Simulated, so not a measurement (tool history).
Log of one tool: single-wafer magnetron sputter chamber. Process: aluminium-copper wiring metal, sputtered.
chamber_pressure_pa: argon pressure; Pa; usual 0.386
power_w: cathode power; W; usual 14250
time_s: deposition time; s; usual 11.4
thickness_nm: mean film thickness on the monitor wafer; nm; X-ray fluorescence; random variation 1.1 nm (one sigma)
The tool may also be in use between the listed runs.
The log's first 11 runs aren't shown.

| run | hour | chamber_pressure_pa | power_w | time_s | wafers since the last listed run | wafers on the sputter target | hours since the last manometer calibration | hours since the magnet pack was replaced | hours since the gauge calibration | read-back reference wafer on the same gauge, thickness_nm | thickness_nm |
|---|---|---|---|---|---|---|---|---|---|---|---|
| 12 | 471.9 | 0.386 | 14250 | 11.4 | 1072 | 11318 | 1276.5 | 4644.2 | 1113.1 | 271.474 | 283.245 |
|  | 524.7 | sputter target and shields replaced |
| 13 | 541.7 | 0.386 | 14250 | 11.4 | 2110 | 580 | 1346.3 | 4714.0 | 1182.9 | 271.537 | 283.642 |
| 14 | 609.6 | 0.386 | 14250 | 11.4 | 2319 | 2899 | 1414.2 | 4781.9 | 1250.8 | 271.700 | 283.546 |
| 15 | 662.3 | 0.284 | 14250 | 11.4 | 1800 | 4699 | 1466.9 | 4834.6 | 1303.5 | 271.757 | 304.202 |
| 16 | 686.4 | 0.497 | 17650 | 10.8 | 823 | 5522 | 1491.0 | 4858.7 | 1327.6 | 272.132 | 300.656 |
|  | 715.5 | magnet pack replaced |
| 17 | 741.1 | 0.386 | 14250 | 11.4 | 1595 | 7117 | 1545.7 | 25.6 | 1382.3 | 272.741 | 283.870 |
| 18 | 786.0 | 0.258 | 14250 | 9.9 | 1533 | 8651 | 1590.6 | 70.5 | 1427.2 | 272.858 | 270.598 |
|  | 815.0 | capacitance manometer re-zeroed and calibrated |
|  | 843.4 | sputter target and shields replaced |
| 19 | 847.4 | 0.517 | 17600 | 12.3 | 1550 | 135 | 32.4 | 131.9 | 1488.6 | 272.574 | 341.063 |
| 20 | 904.2 | 0.386 | 10700 | 12.7 | 1940 | 2075 | 89.2 | 188.7 | 1545.4 | 272.460 | 246.881 |
| 21 | 949.9 | 0.271 | 12150 | 10.1 | 1560 | 3636 | 134.9 | 234.4 | 1591.1 | 273.339 | 238.836 |
| 22 | 992.6 | 0.386 | 14250 | 11.4 | 1458 | 5095 | 177.6 | 277.1 | 1633.8 | 273.253 | 286.231 |
| 23 | 1026.6 | 0.386 | 14250 | 11.4 | 1161 | 6256 | 211.6 | 311.1 | 1667.8 | 273.861 | 286.967 |
| 24 | 1061.7 | 0.386 | 14250 | 12.9 | 1198 | 7455 | 246.7 | 346.2 | 1702.9 | 273.434 | 324.091 |
|  | 1085.6 | gauge calibrated |
| 25 | 1115.0 | 0.269 | 17600 | 11.4 | 1820 | 9275 | 300.0 | 399.5 | 29.4 | 265.350 | 363.072 |
| 26 | 1181.7 | 0.537 | 17100 | 9.5 | 2278 | 11554 | 366.7 | 466.2 | 96.1 | 266.231 | 247.055 |
|  | 1197.0 | sputter target and shields replaced |
| 27 | 1243.2 | 0.386 | 14250 | 11.4 | 1827 | 1577 | 428.2 | 527.7 | 157.6 | 266.228 | 277.512 |
| 28 | 1267.9 | 0.468 | 14250 | 13.6 | 843 | 2421 | 452.9 | 552.4 | 182.3 | 266.315 | 313.816 |
| 29 | 1332.2 | 0.386 | 11350 | 10.2 | 2196 | 4617 | 517.2 | 616.7 | 246.6 | 266.383 | 204.109 |
| 30 | 1376.5 | 0.386 | 14250 | 11.4 | 1513 | 6130 | 561.5 | 661.0 | 290.9 | 266.783 | 276.539 |
| 31 | 1404.4 | 0.386 | 11350 | 13.5 | 952 | 7083 | 589.4 | 688.9 | 318.8 | 266.800 | 271.514 |
| 32 | 1455.2 | 0.386 | 12250 | 9.4 | 1735 | 8818 | 640.2 | 739.7 | 369.6 | 267.488 | 200.747 |
| 33 | 1516.8 | 0.497 | 11800 | 11.4 | 2103 | 10922 | 701.8 | 801.3 | 431.2 | 267.690 | 219.148 |
|  | 1570.2 | sputter target and shields replaced |
| 34 | 1576.5 | 0.537 | 15950 | 11.4 | 1765 | 214 | 761.5 | 861.0 | 490.9 | 267.254 | 278.809 |

4 ways to go on from here, each from the tool as it stands after run 34. What would each give?
| A | 1576.9 | 0.386 | 14250 | 11.4 | 13 | 227 | 761.9 | 861.4 | 491.3 | ? | ? |
| B | 1576.9 | 0.315 | 14250 | 11.4 | 13 | 227 | 761.9 | 861.4 | 491.3 | ? | ? |
| C | 1576.9 | 0.386 | 12850 | 12.6 | 13 | 227 | 761.9 | 861.4 | 491.3 | ? | ? |
| D | 1576.9 | 0.386 | 17650 | 11.4 | 13 | 227 | 761.9 | 861.4 | 491.3 | ? | ? |

| run | read-back reference wafer on the same gauge, thickness_nm | thickness_nm |
|---|---|---|
| A | 267.501 | 279.256 |
| B | 267.501 | 293.171 |
| C | 267.501 | 281.867 |
| D | 267.501 | 338.107 |
Without the tool's hidden state the same runs would have given:
| run | thickness_nm |
|---|---|
| A | 278.628 |
| B | 292.512 |
| C | 281.234 |
| D | 337.347 |
